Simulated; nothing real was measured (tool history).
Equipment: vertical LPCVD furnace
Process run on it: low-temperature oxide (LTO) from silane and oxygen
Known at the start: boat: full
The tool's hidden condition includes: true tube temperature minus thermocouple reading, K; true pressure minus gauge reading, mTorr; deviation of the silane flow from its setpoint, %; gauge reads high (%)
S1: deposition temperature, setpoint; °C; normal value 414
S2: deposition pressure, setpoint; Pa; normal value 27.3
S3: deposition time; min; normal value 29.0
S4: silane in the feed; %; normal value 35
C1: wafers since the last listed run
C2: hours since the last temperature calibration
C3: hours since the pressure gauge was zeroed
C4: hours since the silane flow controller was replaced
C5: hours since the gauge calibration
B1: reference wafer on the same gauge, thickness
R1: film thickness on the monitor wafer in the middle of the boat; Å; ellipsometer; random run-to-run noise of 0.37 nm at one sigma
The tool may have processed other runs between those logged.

| run | hour | S1 | S2 | S3 | S4 | C1 | C2 | C3 | C4 | C5 | B1 | R1 |
|---|---|---|---|---|---|---|---|---|---|---|---|---|
| 1 | 0.0 | 414 | 27.3 | 33.0 | 35 | 0 | 2910.0 | 2031.1 | 2748.4 | 266.2 | 226.90 | 3035.9 |
| 2 | 10.1 | 405 | 27.3 | 29.0 | 37 | 100 | 2920.1 | 2041.2 | 2758.5 | 276.3 | 227.15 | 2597.2 |
|  | 16.9 | gauge calibrated |
| 3 | 21.0 | 414 | 28.7 | 29.0 | 30 | 108 | 2931.0 | 2052.1 | 2769.4 | 4.1 | 226.90 | 2268.7 |
| 4 | 28.8 | 414 | 28.7 | 29.0 | 30 | 77 | 2938.8 | 2059.9 | 2777.2 | 11.9 | 226.92 | 2269.1 |
| 5 | 36.6 | 414 | 28.7 | 29.0 | 30 | 77 | 2946.6 | 2067.7 | 2785.0 | 19.7 | 227.06 | 2272.2 |
| 6 | 50.6 | 414 | 27.3 | 35.0 | 35 | 139 | 2960.6 | 2081.7 | 2799.0 | 33.7 | 226.88 | 3221.6 |
| 7 | 63.4 | 411 | 27.3 | 29.0 | 35 | 127 | 2973.4 | 2094.5 | 2811.8 | 46.5 | 227.02 | 2594.4 |
| 8 | 79.2 | 411 | 27.3 | 29.0 | 35 | 157 | 2989.2 | 2110.3 | 2827.6 | 62.3 | 227.10 | 2595.1 |
|  | 111.3 | thermocouples replaced and temperature profile calibrated |
| 9 | 111.8 | 414 | 27.3 | 29.0 | 35 | 85 | 0.5 | 2142.9 | 2860.2 | 94.9 | 227.03 | 2556.8 |
| 10 | 115.7 | 414 | 27.3 | 29.0 | 35 | 38 | 4.4 | 2146.8 | 2864.1 | 98.8 | 227.05 | 2557.1 |
| 11 | 119.7 | 414 | 27.3 | 29.0 | 35 | 39 | 8.4 | 2150.8 | 2868.1 | 102.8 | 227.06 | 2554.7 |
| 12 | 123.6 | 414 | 27.3 | 29.0 | 35 | 38 | 12.3 | 2154.7 | 2872.0 | 106.7 | 226.85 | 2553.9 |
| 13 | 127.6 | 414 | 27.3 | 29.0 | 35 | 39 | 16.3 | 2158.7 | 2876.0 | 110.7 | 227.11 | 2549.7 |
| 14 | 139.3 | 414 | 27.3 | 24.5 | 35 | 116 | 28.0 | 2170.4 | 2887.7 | 122.4 | 227.09 | 2158.0 |
| 15 | 156.4 | 414 | 31.3 | 25.5 | 42 | 169 | 45.1 | 2187.5 | 2904.8 | 139.5 | 227.05 | 3187.6 |
| 16 | 165.0 | 409 | 27.3 | 22.0 | 35 | 85 | 53.7 | 2196.1 | 2913.4 | 148.1 | 226.94 | 1841.8 |
|  | 199.0 | silane flow controller replaced |
| 17 | 199.5 | 414 | 32.7 | 22.5 | 35 | 104 | 88.2 | 2230.6 | 0.5 | 182.6 | 226.92 | 2363.8 |
| 18 | 203.5 | 414 | 22.7 | 38.0 | 35 | 39 | 92.2 | 2234.6 | 4.5 | 186.6 | 227.00 | 2819.6 |
| 19 | 208.3 | 414 | 27.3 | 29.0 | 35 | 47 | 97.0 | 2239.4 | 9.3 | 191.4 | 226.93 | 2570.5 |
|  | 234.9 | pressure gauge zeroed |
| 20 | 235.4 | 414 | 27.3 | 36.5 | 40 | 30 | 124.1 | 0.5 | 36.4 | 218.5 | 226.92 | 3678.3 |
|  | 235.8 | gauge calibrated |
| 21 | 239.3 | 414 | 33.3 | 29.0 | 35 | 38 | 128.0 | 4.4 | 40.3 | 3.5 | 227.08 | 3025.4 |
| 22 | 248.2 | 403 | 27.3 | 29.0 | 31 | 88 | 136.9 | 13.3 | 49.2 | 12.4 | 227.12 | 1860.6 |
| 23 | 259.3 | 414 | 27.3 | 29.0 | 35 | 110 | 148.0 | 24.4 | 60.3 | 23.5 | 226.90 | 2481.8 |
| 24 | 269.0 | 414 | 27.3 | 29.0 | 35 | 96 | 157.7 | 34.1 | 70.0 | 33.2 | 227.00 | 2484.8 |
| 25 | 286.4 | 414 | 27.3 | 29.0 | 33 | 172 | 175.1 | 51.5 | 87.4 | 50.6 | 226.86 | 2292.4 |
| 26 | 294.7 | 414 | 27.3 | 19.0 | 29 | 82 | 183.4 | 59.8 | 95.7 | 58.9 | 227.01 | 1259.9 |
| 27 | 302.7 | 403 | 27.3 | 29.0 | 31 | 79 | 191.4 | 67.8 | 103.7 | 66.9 | 227.14 | 1863.9 |
| 28 | 354.4 | 414 | 27.3 | 29.0 | 35 | 513 | 243.1 | 119.5 | 155.4 | 118.6 | 226.94 | 2503.1 |
| 29 | 367.0 | 414 | 32.7 | 29.0 | 35 | 125 | 255.7 | 132.1 | 168.0 | 131.2 | 226.91 | 2976.5 |

How the hidden state differs across the entries between the runs, from the last listed run before each to the first after it:
After run 2, before run 3: gauge calibrated (hour 16.9)
  true pressure minus gauge reading, mTorr: 6.44 -> 6.52
  measured value less the no-hidden-state value, R1: +206.1 -> +179.9 Å
After run 8, before run 9: thermocouples replaced and temperature profile calibrated (hour 111.3)
  true tube temperature minus thermocouple reading, K: 4.73 -> 0.338; true pressure minus gauge reading, mTorr: 6.93 -> 7.16
  measured value less the no-hidden-state value, R1: +210.8 -> +95.4 Å
After run 16, before run 17: silane flow controller replaced (hour 199.0)
  true tube temperature minus thermocouple reading, K: 0.584 -> 0.736; true pressure minus gauge reading, mTorr: 7.55 -> 7.8
  measured value less the no-hidden-state value, R1: +76.9 -> +91.1 Å
After run 19, before run 20: pressure gauge zeroed (hour 234.9)
  true tube temperature minus thermocouple reading, K: 0.773 -> 0.887; true pressure minus gauge reading, mTorr: 7.87 -> -0.0712
  measured value less the no-hidden-state value, R1: +115.7 -> +32.6 Å
After run 20, before run 21: gauge calibrated (hour 235.8)
  true tube temperature minus thermocouple reading, K: 0.887 -> 0.903; true pressure minus gauge reading, mTorr: -0.0712 -> -0.0711
  measured value less the no-hidden-state value, R1: +32.6 -> +28.6 Å
